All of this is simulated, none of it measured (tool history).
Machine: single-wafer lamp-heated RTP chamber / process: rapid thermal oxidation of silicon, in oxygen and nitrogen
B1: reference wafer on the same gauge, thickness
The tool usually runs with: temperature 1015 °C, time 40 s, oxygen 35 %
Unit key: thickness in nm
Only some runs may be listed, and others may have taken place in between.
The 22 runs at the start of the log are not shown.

Run 23, hour 1651: usual settings; B1 3.302. Result: thickness 3.986 nm.
Run 24, hour 1707.4: usual settings; B1 3.298. Result: thickness 3.973 nm.
At hour 1742.9: gauge calibrated.
At hour 1814.6: pyrometer window cleaned and pyrometer calibrated.
Run 25, hour 2028.5: usual settings but temperature 989 °C; B1 3.299. Result: thickness 3.34 nm.
Run 26, hour 2083.1: usual settings but temperature 1027 °C, time 28 s; B1 3.299. Result: thickness 3.622 nm.
Run 27, hour 2189.1: usual settings; B1 3.304. Result: thickness 3.922 nm.
Run 28, hour 2254.1: usual settings; B1 3.294. Result: thickness 3.911 nm.
Run 29, hour 2316.9: usual settings but time 27 s, oxygen 50 %; B1 3.302. Result: thickness 3.795 nm.
Run 30, hour 2372.8: usual settings but temperature 1029 °C, time 50 s, oxygen 17 %; B1 3.304. Result: thickness 3.781 nm.
Run 31, hour 2449.6: usual settings but oxygen 62 %; B1 3.301. Result: thickness 4.823 nm.

Here are 4 independent what-if runs from the current tool condition. What would each one return?
Run A, hour 2450.1: usual settings; B1 ?. Result: thickness ?.
Run B, hour 2450.1: usual settings but temperature 1038 °C, time 46 s, oxygen 45 %; B1 ?. Result: thickness ?.
Run C, hour 2450.1: usual settings but time 45 s, oxygen 43 %; B1 ?. Result: thickness ?.
Run D, hour 2450.1: usual settings but temperature 1031 °C, oxygen 26 %; B1 ?. Result: thickness ?.

run   B1  thickness
  A  3.3      3.983
  B  3.3      5.342
  C  3.3      4.466
  D  3.3      4.014
The same runs, with their run-to-run variation unchanged, on a tool lacking any hidden condition would have given:
run  thickness
  A      3.763
  B      5.029
  C      4.206
  D      3.797
